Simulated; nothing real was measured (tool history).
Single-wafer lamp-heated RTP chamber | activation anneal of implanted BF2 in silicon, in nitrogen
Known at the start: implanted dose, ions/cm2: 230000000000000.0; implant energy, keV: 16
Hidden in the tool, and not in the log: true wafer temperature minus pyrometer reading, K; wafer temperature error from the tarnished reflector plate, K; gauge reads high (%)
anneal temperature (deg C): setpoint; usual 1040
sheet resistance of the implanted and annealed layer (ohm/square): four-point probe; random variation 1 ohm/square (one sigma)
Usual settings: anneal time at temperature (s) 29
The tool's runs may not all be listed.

run	hour	anneal temperature (deg C)	anneal time at temperature (s)	wafers since the last listed run	wafers since the last pyrometer calibration	wafers since the reflector plate was cleaned	hours since the gauge calibration	read-back reference wafer on the same gauge, sheet resistance	sheet resistance of the implanted and annealed layer (ohm/square)
1	0.0	1040	29	0	2381	9398	226.3	337.00	410.94
2	12.5	1040	29	187	2569	9586	238.8	336.98	409.50
3	24.5	1040	29	180	2749	9767	250.8	336.71	409.91
4	31.3	1040	29	102	2851	9869	257.6	336.90	410.28
5	43.7	1040	16	186	3038	10055	270.0	337.18	415.73
6	68.4	1040	16	371	3409	10426	294.7	336.85	418.06
7	79.3	1040	16	163	3573	10590	305.6	336.92	415.66
8	96.8	1040	24	263	3836	10853	323.1	337.03	412.05
9	103.3	1040	24	97	3933	10951	329.6	336.92	412.17
10	119.7	1022	29	246	4180	11197	346.0	337.27	411.40
11	125.9	1040	29	93	4273	11291	352.2	336.82	409.29
# hour 144.5: pyrometer window cleaned and pyrometer calibrated
12	145.0	1056	29	166	6	11457	371.3	337.03	406.72
13	151.3	1056	29	94	101	11552	377.6	337.13	404.52
14	160.0	1040	15	130	232	11683	386.3	336.70	417.16
15	169.2	1040	15	138	370	11821	395.5	336.85	417.66
16	177.7	1040	29	127	498	11949	404.0	337.28	409.86
17	184.4	1040	29	100	598	12049	410.7	337.21	410.84
18	199.7	1040	29	229	828	12279	426.0	336.81	409.51
19	210.3	1040	16	159	988	12439	436.6	336.88	417.80
20	222.4	1063	44	181	1170	12621	448.7	337.04	397.93
21	254.4	1040	13	480	1650	13101	480.7	337.01	416.29
22	265.1	1016	15	160	1811	13262	491.4	336.78	418.53
# hour 280.5: reflector plate cleaned
23	281.0	1049	29	118	1930	8	507.3	337.12	408.08
24	317.9	1040	29	554	2485	562	544.2	337.19	411.48
# hour 321.0: gauge calibrated
25	328.6	1028	38	160	2645	723	7.6	336.98	410.59
26	337.4	1040	16	132	2778	855	16.4	337.17	417.54
27	351.7	1069	15	214	2993	1070	30.7	337.36	411.45
28	365.5	1052	39	207	3200	1277	44.5	337.10	403.04
29	379.0	1048	29	202	3403	1480	58.0	336.71	408.73
# hour 392.3: pyrometer window cleaned and pyrometer calibrated
30	393.5	1048	36	97	17	1578	72.5	336.71	407.77
31	400.3	1017	17	102	120	1680	79.3	337.02	416.41
32	416.3	1014	29	240	360	1921	95.3	336.75	413.78
33	430.1	1059	34	207	567	2128	109.1	336.99	405.11
34	438.1	1017	29	120	688	2248	117.1	337.05	414.26
35	453.4	1031	37	229	918	2478	132.4	337.29	410.96
36	467.1	1025	29	205	1123	2684	146.1	336.73	412.46
37	481.6	1040	29	217	1341	2902	160.6	336.78	411.51
38	494.6	1060	29	195	1537	3097	173.6	337.04	405.28

How the hidden state differs across the entries between the runs, from the last listed run before each to the first after it:
Between runs 11 and 12: pyrometer window cleaned and pyrometer calibrated (hour 144.5)
  no hidden state differs between the two runs
Between runs 22 and 23: reflector plate cleaned (hour 280.5)
  no hidden state differs between the two runs
Between runs 24 and 25: gauge calibrated (hour 321.0)
  no hidden state differs between the two runs
Between runs 29 and 30: pyrometer window cleaned and pyrometer calibrated (hour 392.3)
  no hidden state differs between the two runs

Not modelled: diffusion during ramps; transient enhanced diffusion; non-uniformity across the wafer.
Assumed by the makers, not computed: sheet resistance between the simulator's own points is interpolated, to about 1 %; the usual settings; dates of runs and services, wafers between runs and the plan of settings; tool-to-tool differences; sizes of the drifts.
